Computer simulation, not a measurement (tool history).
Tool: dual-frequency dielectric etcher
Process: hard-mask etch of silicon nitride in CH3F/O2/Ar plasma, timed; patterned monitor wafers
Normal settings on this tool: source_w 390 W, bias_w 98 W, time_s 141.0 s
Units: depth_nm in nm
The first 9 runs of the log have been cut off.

| run | day | source_w | bias_w | time_s | wafers since the last listed run | hours since the last wet clean | hours since the last source power generator calibration | hours since the last bias power generator calibration | hours since the last upper electrode change | hours since the gauge calibration | read-back reference wafer on the same gauge, depth_nm | depth_nm |
|---|---|---|---|---|---|---|---|---|---|---|---|---|
| 10 | 10.342 | 390 | 98 | 141.0 | 110 | 197.0 | 1271.5 | 111.0 | 102.1 | 819.6 | 125.0 | 110.7 |
| 11 | 11.525 | 390 | 98 | 141.0 | 138 | 225.4 | 1299.9 | 139.4 | 130.5 | 848.0 | 125.1 | 110.8 |
| 12 | 12.554 | 390 | 112 | 109.0 | 120 | 250.1 | 1324.6 | 164.1 | 155.2 | 872.7 | 125.1 | 88.4 |
| 13 | 13.125 | 460 | 85 | 141.0 | 67 | 263.8 | 1338.3 | 177.8 | 168.9 | 886.4 | 125.1 | 115.1 |
| 14 | 14.192 | 450 | 80 | 153.0 | 125 | 289.4 | 1363.9 | 203.4 | 194.5 | 912.0 | 125.0 | 122.4 |
| 15 | 15.338 | 390 | 98 | 141.0 | 134 | 316.9 | 1391.4 | 230.9 | 222.0 | 939.5 | 124.9 | 111.1 |
| 16 | 16.325 | 390 | 98 | 141.0 | 115 | 340.6 | 1415.1 | 254.6 | 245.7 | 963.2 | 124.9 | 110.2 |
| 17 | 17.533 | 390 | 98 | 141.0 | 141 | 369.6 | 1444.1 | 283.6 | 274.7 | 992.2 | 125.0 | 110.6 |
| 18 | 20.392 | 390 | 98 | 141.0 | 335 | 438.2 | 1512.7 | 352.2 | 343.3 | 1060.8 | 125.0 | 110.9 |
| 19 | 21.567 | 470 | 98 | 183.0 | 138 | 466.4 | 1540.9 | 380.4 | 371.5 | 1089.0 | 125.0 | 155.2 |
| 20 | 23.029 | 390 | 98 | 141.0 | 171 | 501.5 | 1576.0 | 415.5 | 406.6 | 1124.1 | 125.0 | 109.8 |
| 21 | 23.712 | 310 | 98 | 141.0 | 80 | 517.9 | 1592.4 | 431.9 | 423.0 | 1140.5 | 125.0 | 99.9 |
|  | 24.233 | gauge calibrated |
|  | 25.000 | source power generator calibrated |
|  | 26.042 | wet clean of the chamber |
| 22 | 26.062 | 360 | 98 | 159.0 | 138 | 0.5 | 25.5 | 488.3 | 479.4 | 43.9 | 124.9 | 122.7 |
| 23 | 26.392 | 330 | 90 | 117.0 | 38 | 8.4 | 33.4 | 496.2 | 487.3 | 51.8 | 125.0 | 85.0 |
| 24 | 27.421 | 390 | 98 | 180.0 | 120 | 33.1 | 58.1 | 520.9 | 512.0 | 76.5 | 124.9 | 143.9 |
| 25 | 30.388 | 390 | 81 | 164.0 | 348 | 104.3 | 129.3 | 592.1 | 583.2 | 147.7 | 125.1 | 125.5 |
| 26 | 31.725 | 310 | 112 | 141.0 | 157 | 136.4 | 161.4 | 624.2 | 615.3 | 179.8 | 125.1 | 105.2 |
| 27 | 32.821 | 310 | 98 | 157.0 | 128 | 162.7 | 187.7 | 650.5 | 641.6 | 206.1 | 125.0 | 113.1 |
| 28 | 33.717 | 390 | 110 | 101.0 | 105 | 184.2 | 209.2 | 672.0 | 663.1 | 227.6 | 125.0 | 82.8 |
| 29 | 34.688 | 300 | 79 | 141.0 | 114 | 207.5 | 232.5 | 695.3 | 686.4 | 250.9 | 125.0 | 95.0 |
| 30 | 36.038 | 460 | 98 | 108.0 | 158 | 239.9 | 264.9 | 727.7 | 718.8 | 283.3 | 125.0 | 92.3 |

Below are 4 alternative next runs, each starting from the tool's condition after run 30. Predict each:
| A | 36.058 | 390 | 98 | 141.0 | 2 | 240.4 | 265.4 | 728.2 | 719.3 | 283.8 | ? | ? |
| B | 36.058 | 390 | 98 | 164.0 | 2 | 240.4 | 265.4 | 728.2 | 719.3 | 283.8 | ? | ? |
| C | 36.058 | 430 | 88 | 175.5 | 2 | 240.4 | 265.4 | 728.2 | 719.3 | 283.8 | ? | ? |
| D | 36.058 | 360 | 87 | 178.5 | 2 | 240.4 | 265.4 | 728.2 | 719.3 | 283.8 | ? | ? |

| run | read-back reference wafer on the same gauge, depth_nm | depth_nm |
|---|---|---|
| A | 124.9 | 112.6 |
| B | 124.9 | 130.9 |
| C | 124.9 | 142.6 |
| D | 124.9 | 133.8 |
Stripped of hidden state, with their random variation kept, the same runs would have yielded:
| run | depth_nm |
|---|---|
| A | 112.8 |
| B | 131.2 |
| C | 143.0 |
| D | 134.1 |
